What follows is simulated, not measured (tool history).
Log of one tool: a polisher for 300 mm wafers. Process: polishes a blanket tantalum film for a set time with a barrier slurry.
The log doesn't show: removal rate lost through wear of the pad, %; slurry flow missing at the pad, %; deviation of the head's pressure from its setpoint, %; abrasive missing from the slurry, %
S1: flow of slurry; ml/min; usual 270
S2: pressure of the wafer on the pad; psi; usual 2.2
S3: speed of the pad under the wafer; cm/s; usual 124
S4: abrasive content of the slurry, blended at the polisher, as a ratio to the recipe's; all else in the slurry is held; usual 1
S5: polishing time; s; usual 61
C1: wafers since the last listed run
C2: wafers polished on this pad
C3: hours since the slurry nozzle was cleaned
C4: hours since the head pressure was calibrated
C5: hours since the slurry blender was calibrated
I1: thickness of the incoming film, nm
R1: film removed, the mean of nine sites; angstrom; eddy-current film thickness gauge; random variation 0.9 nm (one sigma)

{"run": 1, "hour": 0.0, "S1": 270, "S2": 2.2, "S3": 124, "S4": 1, "S5": 61, "C1": 0, "C2": 246, "C3": 653.9, "C4": 378.3, "C5": 82.3, "I1": 388.5, "R1": 1153}
{"run": 2, "hour": 13.5, "S1": 270, "S2": 2.2, "S3": 124, "S4": 1, "S5": 61, "C1": 127, "C2": 374, "C3": 667.4, "C4": 391.8, "C5": 95.8, "I1": 386.7, "R1": 1141}
{"run": 3, "hour": 27.4, "S1": 270, "S2": 2.2, "S3": 124, "S4": 1.15, "S5": 61, "C1": 131, "C2": 505, "C3": 681.3, "C4": 405.7, "C5": 109.7, "I1": 387.4, "R1": 1188}
{"run": 4, "hour": 44.2, "S1": 270, "S2": 2.2, "S3": 124, "S4": 1.15, "S5": 61, "C1": 158, "C2": 664, "C3": 698.1, "C4": 422.5, "C5": 126.5, "I1": 387.2, "R1": 1184}
{"run": 5, "hour": 58.2, "S1": 270, "S2": 2.2, "S3": 124, "S4": 1, "S5": 61, "C1": 132, "C2": 797, "C3": 712.1, "C4": 436.5, "C5": 140.5, "I1": 385.7, "R1": 1121}
{"run": 6, "hour": 73.1, "S1": 270, "S2": 2.2, "S3": 124, "S4": 1, "S5": 61, "C1": 140, "C2": 937, "C3": 727, "C4": 451.4, "C5": 155.4, "I1": 385.1, "R1": 1109}
{"hour": 76.0, "done": "slurry nozzle cleaned"}
{"run": 7, "hour": 84.0, "S1": 270, "S2": 2.2, "S3": 124, "S4": 1, "S5": 61, "C1": 93, "C2": 1031, "C3": 8, "C4": 462.3, "C5": 166.3, "I1": 387.7, "R1": 1082}
{"run": 8, "hour": 94.9, "S1": 300, "S2": 2.2, "S3": 124, "S4": 1, "S5": 61, "C1": 103, "C2": 1134, "C3": 18.9, "C4": 473.2, "C5": 177.2, "I1": 389.3, "R1": 1079}
{"hour": 108.5, "done": "worn pad replaced by a new one"}
{"run": 9, "hour": 109.3, "S1": 300, "S2": 2.2, "S3": 124, "S4": 1, "S5": 61, "C1": 98, "C2": 7, "C3": 33.3, "C4": 487.6, "C5": 191.6, "I1": 393, "R1": 1000}
{"hour": 118.3, "done": "head pressure recalibrated"}
{"run": 10, "hour": 127.0, "S1": 300, "S2": 2.2, "S3": 124, "S4": 1, "S5": 61, "C1": 148, "C2": 156, "C3": 51, "C4": 8.7, "C5": 209.3, "I1": 386.2, "R1": 1001}
{"hour": 129.3, "done": "slurry blender recalibrated"}
{"run": 11, "hour": 139.9, "S1": 270, "S2": 2.2, "S3": 124, "S4": 0.8, "S5": 54, "C1": 103, "C2": 259, "C3": 63.9, "C4": 21.6, "C5": 10.6, "I1": 387.2, "R1": 816}
{"hour": 155.2, "done": "worn pad replaced by a new one, repeated, since the last time left the tool worse"}
{"run": 12, "hour": 155.7, "S1": 295, "S2": 1.8, "S3": 124, "S4": 1, "S5": 78, "C1": 111, "C2": 5, "C3": 79.7, "C4": 37.4, "C5": 26.4, "I1": 391.5, "R1": 1275}
{"run": 13, "hour": 169.9, "S1": 270, "S2": 2.2, "S3": 124, "S4": 0.7, "S5": 61, "C1": 134, "C2": 139, "C3": 93.9, "C4": 51.6, "C5": 40.6, "I1": 393.3, "R1": 1043}
{"run": 14, "hour": 181.6, "S1": 270, "S2": 2.2, "S3": 124, "S4": 1, "S5": 61, "C1": 110, "C2": 249, "C3": 105.6, "C4": 63.3, "C5": 52.3, "I1": 391.1, "R1": 1132}
{"run": 15, "hour": 194.2, "S1": 300, "S2": 2.2, "S3": 124, "S4": 1, "S5": 61, "C1": 119, "C2": 369, "C3": 118.2, "C4": 75.9, "C5": 64.9, "I1": 382.3, "R1": 1153}
{"run": 16, "hour": 204.8, "S1": 270, "S2": 2.2, "S3": 124, "S4": 1, "S5": 68, "C1": 100, "C2": 469, "C3": 128.8, "C4": 86.5, "C5": 75.5, "I1": 391.3, "R1": 1274}
{"run": 17, "hour": 221.6, "S1": 245, "S2": 2.2, "S3": 138, "S4": 1.3, "S5": 69, "C1": 158, "C2": 628, "C3": 145.6, "C4": 103.3, "C5": 92.3, "I1": 393.4, "R1": 1499}
{"run": 18, "hour": 231.3, "S1": 305, "S2": 2.9, "S3": 124, "S4": 1, "S5": 61, "C1": 91, "C2": 719, "C3": 155.3, "C4": 113, "C5": 102, "I1": 393, "R1": 1417}
{"run": 19, "hour": 238.0, "S1": 270, "S2": 2.2, "S3": 124, "S4": 0.85, "S5": 61, "C1": 63, "C2": 783, "C3": 162, "C4": 119.7, "C5": 108.7, "I1": 391.3, "R1": 1066}

Run 20 comes next. What will it give?
{"run": 20, "hour": 252.6, "S1": 270, "S2": 2.2, "S3": 124, "S4": 1, "S5": 61, "C1": 138, "C2": 921, "C3": 176.6, "C4": 134.3, "C5": 123.3, "I1": 387.9, "R1": "?"}

R1: 1099 angstrom
Without the tool's hidden state the same run would have given R1 1166 angstrom.
